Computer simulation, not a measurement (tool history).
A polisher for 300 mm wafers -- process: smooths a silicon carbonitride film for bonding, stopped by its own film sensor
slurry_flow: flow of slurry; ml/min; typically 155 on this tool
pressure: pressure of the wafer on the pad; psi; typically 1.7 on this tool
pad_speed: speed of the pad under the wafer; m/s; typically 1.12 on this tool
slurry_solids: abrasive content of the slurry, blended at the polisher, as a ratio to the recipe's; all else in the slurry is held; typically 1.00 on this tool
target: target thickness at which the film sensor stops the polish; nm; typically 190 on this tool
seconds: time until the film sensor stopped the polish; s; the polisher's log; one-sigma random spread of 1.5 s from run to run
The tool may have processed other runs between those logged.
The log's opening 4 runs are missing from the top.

run,hour,slurry_flow,pressure,pad_speed,slurry_solids,target,wafers since the last listed run,wafers polished on this pad,hours since the slurry nozzle was cleaned,hours since the head pressure was calibrated,hours since the slurry blender was calibrated,"incoming thickness of the incoming film, nm",seconds
5,105.3,155,1.7,1.12,1.00,190,133,325,570.5,189.3,192.9,221.0,136.3
6,139.5,155,1.7,1.12,1.00,190,149,475,604.7,223.5,227.1,223.0,148.9
# hour 150.0: slurry blender recalibrated
7,170.2,155,1.7,1.12,1.00,190,125,601,635.4,254.2,20.2,216.6,118.5
8,190.4,155,1.7,1.12,1.00,190,88,689,655.6,274.4,40.4,222.5,146.9
# hour 209.5: slurry nozzle cleaned
9,223.6,155,1.7,1.12,1.00,190,140,830,14.1,307.6,73.6,217.3,120.1
# hour 242.6: worn pad replaced by a new one
10,256.5,155,1.7,1.12,1.00,190,126,61,47.0,340.5,106.5,223.5,130.0
11,288.7,155,1.7,1.12,1.00,190,140,202,79.2,372.7,138.7,217.2,110.6
12,322.8,155,1.7,1.30,1.20,193,149,351,113.3,406.8,172.8,223.3,101.3
# hour 349.3: head pressure recalibrated
13,349.8,155,1.7,1.12,1.00,190,109,460,140.3,0.5,199.8,222.4,141.0
14,381.4,200,2.3,0.80,0.70,190,138,599,171.9,32.1,231.4,219.9,176.6
# hour 401.7: slurry blender recalibrated
15,402.2,155,2.0,1.48,1.00,190,82,681,192.7,52.9,0.5,220.0,99.2
16,433.3,155,2.1,1.00,1.00,190,136,817,223.8,84.0,31.6,220.4,132.8
17,449.9,120,1.7,1.26,0.75,197,72,890,240.4,100.6,48.2,217.8,106.7
18,469.9,175,1.7,1.12,1.00,190,87,977,260.4,120.6,68.2,220.4,136.4
# hour 491.6: worn pad replaced by a new one
19,493.1,155,1.7,1.12,1.00,190,84,6,283.6,143.8,91.4,216.8,106.8
20,508.9,135,1.7,1.12,0.75,190,69,75,299.4,159.6,107.2,219.5,146.9
21,521.7,155,1.7,1.12,1.00,190,56,131,312.2,172.4,120.0,218.4,115.3
22,570.3,155,1.1,1.12,1.00,190,212,344,360.8,221.0,168.6,221.1,166.1
23,602.9,115,1.7,0.90,0.85,190,142,487,393.4,253.6,201.2,222.2,190.3
24,634.8,155,1.7,1.44,1.00,190,139,627,425.3,285.5,233.1,220.2,108.3

Predict the results of run 25:
# hour 663.7: slurry blender recalibrated
25,664.2,155,2.1,1.12,1.00,190,119,747,454.7,314.9,0.5,220.1,?

{"run 25": {"seconds": 115.7}}
On a tool with no hidden condition, and with the same random variation, this run would have come out at seconds 106.2 s.
